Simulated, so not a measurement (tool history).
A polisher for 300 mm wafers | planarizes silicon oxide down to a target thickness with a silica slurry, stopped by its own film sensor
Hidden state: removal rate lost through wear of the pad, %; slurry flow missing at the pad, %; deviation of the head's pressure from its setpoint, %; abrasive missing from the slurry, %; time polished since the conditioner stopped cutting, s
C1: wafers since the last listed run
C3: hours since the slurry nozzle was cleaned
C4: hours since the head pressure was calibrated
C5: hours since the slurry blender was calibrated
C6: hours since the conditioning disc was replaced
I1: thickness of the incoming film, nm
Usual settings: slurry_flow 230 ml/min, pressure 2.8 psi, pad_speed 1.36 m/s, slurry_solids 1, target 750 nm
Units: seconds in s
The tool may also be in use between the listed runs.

Run 1, hour 0: usual settings but target 712 nm; C1 0; wafers polished on this pad 562; C3 184.5; C4 1065.2; C5 255.2; C6 425.8; I1 1035.6. Result: seconds 172.5 s.
Run 2, hour 20.4: usual settings but target 712 nm; C1 249; wafers polished on this pad 812; C3 204.9; C4 1085.6; C5 275.6; C6 446.2; I1 1041.7. Result: seconds 171.6 s.
At hour 44.8: worn pad replaced by a new one.
Run 3, hour 54.7: usual settings but target 712 nm; C1 371; wafers polished on this pad 121; C3 239.2; C4 1119.9; C5 309.9; C6 480.5; I1 1027.4. Result: seconds 168.2 s.
Run 4, hour 86.6: usual settings; C1 390; wafers polished on this pad 512; C3 271.1; C4 1151.8; C5 341.8; C6 512.4; I1 1042.6. Result: seconds 157.1 s.
Run 5, hour 107.5: usual settings; C1 256; wafers polished on this pad 768; C3 292; C4 1172.7; C5 362.7; C6 533.3; I1 1041.9. Result: seconds 163.6 s.
At hour 116.6: head pressure recalibrated.
At hour 124.5: worn pad replaced by a new one.
Run 6, hour 131.9: usual settings but slurry_solids 0.9, target 688 nm; C1 225; wafers polished on this pad 90; C3 316.4; C4 15.3; C5 387.1; C6 557.7; I1 1055.2. Result: seconds 210.3 s.
Run 7, hour 155.7: usual settings; C1 291; wafers polished on this pad 381; C3 340.2; C4 39.1; C5 410.9; C6 581.5; I1 1042.2. Result: seconds 160.7 s.
Run 8, hour 168.2: usual settings but slurry_flow 275 ml/min, pressure 2 psi, slurry_solids 1.2, target 813 nm; C1 153; wafers polished on this pad 534; C3 352.7; C4 51.6; C5 423.4; C6 594; I1 1039.5. Result: seconds 141 s.
Run 9, hour 181.7: usual settings but pressure 3.7 psi, pad_speed 1.78 m/s, slurry_solids 1.25, target 781 nm; C1 165; wafers polished on this pad 700; C3 366.2; C4 65.1; C5 436.9; C6 607.5; I1 1052.4. Result: seconds 97.2 s.
At hour 210.7: worn pad replaced by a new one, of another model than before.
At hour 230.3: conditioning disc replaced and pad reconditioned.
At hour 230.8: slurry nozzle cleaned.
Run 10, hour 234: usual settings but pad_speed 0.92 m/s, slurry_solids 1.25; C1 560; wafers polished on this pad 254; C3 3.2; C4 117.4; C5 489.2; C6 3.7; I1 1052.9. Result: seconds 161.6 s.
At hour 260.1: slurry blender recalibrated.
Run 11, hour 269: usual settings but slurry_flow 270 ml/min, pressure 2 psi, slurry_solids 1.15, target 697 nm; C1 404; wafers polished on this pad 658; C3 38.2; C4 152.4; C5 8.9; C6 38.7; I1 1048.8. Result: seconds 201.1 s.
At hour 282.4: worn pad replaced by a new one.
Run 12, hour 304.6: usual settings but target 712 nm; C1 387; wafers polished on this pad 271; C3 73.8; C4 188; C5 44.5; C6 74.3; I1 1053.5. Result: seconds 177.8 s.
Run 13, hour 317.4: usual settings but slurry_solids 1.15; C1 156; wafers polished on this pad 428; C3 86.6; C4 200.8; C5 57.3; C6 87.1; I1 1030.3. Result: seconds 137.1 s.
Run 14, hour 344.5: usual settings but slurry_flow 285 ml/min; C1 331; wafers polished on this pad 760; C3 113.7; C4 227.9; C5 84.4; C6 114.2; I1 1061.6. Result: seconds 164 s.

The same runs without the tool's hidden state, with the same run-to-run variation:
run  seconds
  1    168.4
  2      167
  3    162.8
  4    151.2
  5    156.8
  6    200.5
  7    152.5
  8    134.6
  9     91.7
 10    160.8
 11    199.7
 12    175.8
 13    135.5
 14    161.9
